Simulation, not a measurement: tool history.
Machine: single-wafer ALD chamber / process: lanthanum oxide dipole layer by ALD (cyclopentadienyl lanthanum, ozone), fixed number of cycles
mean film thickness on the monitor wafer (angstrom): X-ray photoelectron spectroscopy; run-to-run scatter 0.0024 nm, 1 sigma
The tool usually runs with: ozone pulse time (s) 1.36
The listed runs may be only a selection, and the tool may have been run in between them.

run,hour,ozone pulse time (s),wafers since the last listed run,hours since the last thermocouple change,hours since the last ozone generator service,hours since the showerhead was replaced,hours since the gauge calibration,"read-back reference wafer on the same gauge, thickness_nm",mean film thickness on the monitor wafer (angstrom)
1,0.0,1.23,0,1070.0,1062.3,1746.8,1268.2,0.563,5.03
2,25.1,1.23,609,1095.1,1087.4,1771.9,1293.3,0.563,5.09
3,90.0,1.36,1576,1160.0,1152.3,1836.8,1358.2,0.563,5.19
4,127.3,1.36,906,1197.3,1189.6,1874.1,1395.5,0.563,5.16
5,198.3,1.36,1724,1268.3,1260.6,1945.1,1466.5,0.564,5.16
6,260.5,1.36,1510,1330.5,1322.8,2007.3,1528.7,0.563,5.12
7,322.5,1.36,1506,1392.5,1384.8,2069.3,1590.7,0.564,5.15
8,351.8,1.36,711,1421.8,1414.1,2098.6,1620.0,0.563,5.11
9,388.7,1.61,896,1458.7,1451.0,2135.5,1656.9,0.564,5.25
10,458.0,1.36,1683,1528.0,1520.3,2204.8,1726.2,0.563,5.09
# hour 520.7: thermocouple changed; heater temperature recalibrated
11,521.2,1.36,1340,0.5,1583.5,2268.0,1789.4,0.563,5.07
# hour 536.3: gauge calibrated
# hour 579.9: showerhead replaced
12,586.0,0.94,1379,65.3,1648.3,6.1,49.7,0.563,4.62
13,632.3,1.36,1124,111.6,1694.6,52.4,96.0,0.563,5.05
# hour 649.2: ozone generator serviced
14,686.6,1.36,1124,165.9,37.4,106.7,150.3,0.563,5.40
15,746.9,1.36,1464,226.2,97.7,167.0,210.6,0.563,5.32
16,817.1,1.18,1705,296.4,167.9,237.2,280.8,0.563,5.23
17,853.7,1.36,889,333.0,204.5,273.8,317.4,0.563,5.31
18,907.6,1.17,1309,386.9,258.4,327.7,371.3,0.563,5.25
19,943.9,1.64,881,423.2,294.7,364.0,407.6,0.562,5.43
20,1015.2,1.86,1731,494.5,366.0,435.3,478.9,0.563,5.53
21,1083.4,0.87,1656,562.7,434.2,503.5,547.1,0.563,4.86
22,1122.0,0.84,937,601.3,472.8,542.1,585.7,0.563,4.85
23,1152.2,1.36,733,631.5,503.0,572.3,615.9,0.563,5.31
24,1220.6,1.11,1661,699.9,571.4,640.7,684.3,0.563,5.09
25,1268.3,1.83,1158,747.6,619.1,688.4,732.0,0.563,5.48
26,1316.1,1.89,1161,795.4,666.9,736.2,779.8,0.563,5.48
27,1377.2,1.82,1484,856.5,728.0,797.3,840.9,0.563,5.47
28,1422.0,1.58,1088,901.3,772.8,842.1,885.7,0.564,5.38
29,1462.7,1.59,988,942.0,813.5,882.8,926.4,0.563,5.32
30,1487.0,1.07,590,966.3,837.8,907.1,950.7,0.563,4.97
31,1527.5,1.36,983,1006.8,878.3,947.6,991.2,0.563,5.22
32,1567.9,1.77,981,1047.2,918.7,988.0,1031.6,0.563,5.42

Difference, measured minus no-hidden-state, one row per run. Run-to-run variation is common to both terms; the gauge's own scatter need not be:
Hidden conditions of the tool in this case: wafer temperature above the value expected at the setpoint (K); ozone dose above that of a generator just serviced (%); gauge reads high (%).
run,mean film thickness on the monitor wafer (angstrom)
1,-0.22
2,-0.23
3,-0.22
4,-0.23
5,-0.24
6,-0.26
7,-0.27
8,-0.27
9,-0.24
10,-0.31
11,-0.32
12,-0.44
13,-0.35
14,-0.03
15,-0.04
16,-0.05
17,-0.05
18,-0.07
19,-0.05
20,-0.05
21,-0.12
22,-0.13
23,-0.10
24,-0.13
25,-0.08
26,-0.08
27,-0.09
28,-0.12
29,-0.12
30,-0.20
31,-0.17
32,-0.12

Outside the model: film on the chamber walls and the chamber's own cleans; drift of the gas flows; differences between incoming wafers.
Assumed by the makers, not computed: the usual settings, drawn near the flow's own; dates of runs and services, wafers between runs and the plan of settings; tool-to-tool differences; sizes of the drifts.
